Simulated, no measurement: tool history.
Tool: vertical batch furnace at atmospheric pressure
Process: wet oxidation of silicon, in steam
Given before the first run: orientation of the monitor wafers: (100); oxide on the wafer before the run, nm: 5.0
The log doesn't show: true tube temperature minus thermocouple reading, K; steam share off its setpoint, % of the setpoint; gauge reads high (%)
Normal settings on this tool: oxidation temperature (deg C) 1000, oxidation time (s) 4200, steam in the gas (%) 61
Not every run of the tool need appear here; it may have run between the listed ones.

run	hour	oxidation temperature (deg C)	oxidation time (s)	steam in the gas (%)	wafers since the last listed run	hours since the last temperature calibration	hours since the steam generator was serviced	hours since the gauge calibration	read-back reference wafer on the same gauge, thickness	oxide thickness on the monitor wafer (Å)
1	0	1000	4200	61	0	3541.7	1152.3	82.3	279.03	3540.1
2	20.8	1000	4200	61	448	3562.5	1173.1	103.1	279.02	3554.6
3	51.4	1000	4200	61	660	3593.1	1203.7	133.7	279.02	3541.9
4	65	1000	5760	52	293	3606.7	1217.3	147.3	279.12	3944.2
5	98.9	1000	5760	52	731	3640.6	1251.2	181.2	278.97	3948.6
6	110.9	1000	4200	61	258	3652.6	1263.2	193.2	278.84	3535.3
7	123.5	1000	4200	61	271	3665.2	1275.8	205.8	279.02	3532.2
8	142.5	1000	4200	61	410	3684.2	1294.8	224.8	278.85	3536.2
9	168.1	980	4200	61	552	3709.8	1320.4	250.4	278.88	3015.6
# hour 206.8: thermocouples replaced and temperature profile calibrated
10	207.3	980	4200	61	328	0.5	1359.6	289.6	279.12	2889
# hour 211.4: gauge calibrated
11	229.9	977	4200	71	487	23.1	1382.2	18.5	278.99	3152.6
12	252.8	1000	4200	55	494	46	1405.1	41.4	278.94	3168.4
# hour 288.3: steam generator serviced
13	288.8	1000	4200	61	258	82	0.5	77.4	278.9	3487
14	302.2	989	3510	53	289	95.4	13.9	90.8	278.89	2539.1
15	319.3	1000	4200	61	369	112.5	31	107.9	279.05	3509.7
16	333.9	1000	5610	50	315	127.1	45.6	122.5	278.87	3736.1
17	362	981	4830	64	606	155.2	73.7	150.6	279.02	3444.5
18	388.4	1000	4200	49	569	181.6	100.1	177	278.96	3004
19	406.9	1009	4200	53	399	200.1	118.6	195.5	279.13	3403.1
20	426.8	1015	4200	61	429	220	138.5	215.4	278.78	3913.2

What if the next run were any one of these 3? Each begins from the tool's condition after run 20:
A	431	1000	5820	61	90	224.2	142.7	219.6	?	?
B	431	1023	5070	66	90	224.2	142.7	219.6	?	?
C	431	1000	3000	54	90	224.2	142.7	219.6	?	?

run	read-back reference wafer on the same gauge, thickness	oxide thickness on the monitor wafer (Å)
A	278.99	4395.5
B	278.99	4914.2
C	278.99	2531.4
The same runs, with their run-to-run variation unchanged, on a tool lacking any hidden condition would have given:
run	oxide thickness on the monitor wafer (Å)
A	4344
B	4865
C	2494.7
